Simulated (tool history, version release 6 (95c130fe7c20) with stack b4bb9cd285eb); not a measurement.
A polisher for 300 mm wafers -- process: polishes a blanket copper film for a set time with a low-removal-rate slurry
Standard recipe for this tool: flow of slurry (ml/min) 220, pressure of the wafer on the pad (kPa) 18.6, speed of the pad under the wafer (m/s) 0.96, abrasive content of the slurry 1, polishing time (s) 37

run     day  flow of slurry (ml/min)  pressure of the wafer on the pad (kPa)  speed of the pad under the wafer (m/s)  abrasive content of the slurry  polishing time (s)  incoming thickness of the incoming film, nm  film removed (nm)
  1       0                      220                                    15.2                                    0.96                               1                  37                                        708.6               81.6
  2     2.6                      220                                    15.2                                    0.96                               1                  37                                          702               78.9
  3   5.171                      220                                    18.6                                    0.96                               1                  37                                          710               93.4
  4   7.529                      220                                    18.6                                    1.22                               1                  37                                          715              113.5
  5   9.038                      220                                    18.6                                    1.22                               1                  37                                        699.8              112.2
      9.325  -- head pressure recalibrated
  6  10.783                      220                                    18.6                                    0.96                               1                  37                                        707.3               87.6
     11.596  -- worn pad replaced by a new one
  7   13.65                      220                                    18.6                                    0.96                               1                  37                                        704.6               95.7
     15.204  -- slurry blender recalibrated
  8   16.45                      220                                    18.6                                    1.28                             0.9                  37                                        718.3              137.9
  9  17.788                      220                                    15.9                                    0.96                               1                  32                                          709               78.2
 10  19.092                      190                                    20.7                                    0.96                            1.15                  37                                        696.7                119
     19.175  -- slurry nozzle cleaned
 11  21.304                      295                                    18.6                                    0.96                             1.2                  37                                          700              106.3
 12  22.592                      270                                    24.1                                    0.96                             0.8                  27                                        703.2               87.2
 13  24.517                      175                                    18.6                                    0.96                               1                  37                                        709.2               93.5
     26.617  -- head pressure recalibrated
 14  26.825                      180                                    18.6                                    0.96                             0.8                  37                                        706.4                 83
     29.071  -- worn pad replaced by a new one
 15  29.262                      220                                    18.6                                    0.96                               1                  50                                        704.6              130.4
 16  30.383                      155                                    18.6                                    0.96                             1.2                  37                                        709.2              101.2
 17  33.042                      220                                    18.6                                    0.96                               1                  37                                        698.4               96.7
     33.462  -- slurry blender recalibrated
 18  34.396                      220                                    18.6                                    0.96                               1                  37                                        713.4              108.8
 19  35.504                      220                                    13.1                                    0.96                             0.7                  26                                        709.5               46.4
 20  41.917                      220                                    18.6                                    1.06                            1.25                  47                                        710.8                142
     43.146  -- head pressure recalibrated
 21  43.946                      280                                    21.4                                    1.06                               1                  37                                        708.8              117.6
 22   45.35                      220                                    18.6                                    0.96                               1                  37                                        713.1               87.7
     47.775  -- worn pad replaced by a new one
 23  48.012                      220                                    18.6                                    0.96                            0.75                  37                                        710.8               91.9
     51.642  -- slurry blender recalibrated
     56.238  -- slurry nozzle cleaned
 24  56.433                      245                                    18.6                                    0.82                               1                  37                                        716.9               87.6
 25   58.05                      220                                    18.6                                    0.96                               1                  37                                          709               99.2
 26   59.45                      270                                    18.6                                    0.96                               1                  48                                        714.8              127.6
 27  62.242                      220                                    15.2                                    0.84                               1                  48                                        708.9               86.5
     63.842  -- head pressure recalibrated
 28  64.596                      220                                    18.6                                    0.96                             1.1                  37                                          717               92.8
     65.842  -- worn pad replaced by a new one
 29  67.375                      220                                    18.6                                    0.96                            1.25                  34                                        705.3                 96
     68.171  -- slurry blender recalibrated
 30  68.792                      150                                    15.2                                    0.96                             0.9                  33                                        702.4               73.9

Forecast each of these 4 alternatives for the next run:
  A  68.808                      165                                    18.6                                    0.96                               1                  37                                        715.3                  ?
  B  68.808                      220                                    18.6                                    1.26                             0.9                  37                                        715.3                  ?
  C  68.808                      145                                    22.8                                    0.96                             0.8                  31                                        715.3                  ?
  D  68.808                      200                                    18.6                                    0.96                            0.75                  30                                        715.3                  ?

run  film removed (nm)
  A              111.2
  B              144.6
  C              105.6
  D                 84
Without the tool's unlogged condition, the same runs would have read:
run  film removed (nm)
  A              113.4
  B              147.3
  C              107.6
  D               85.5
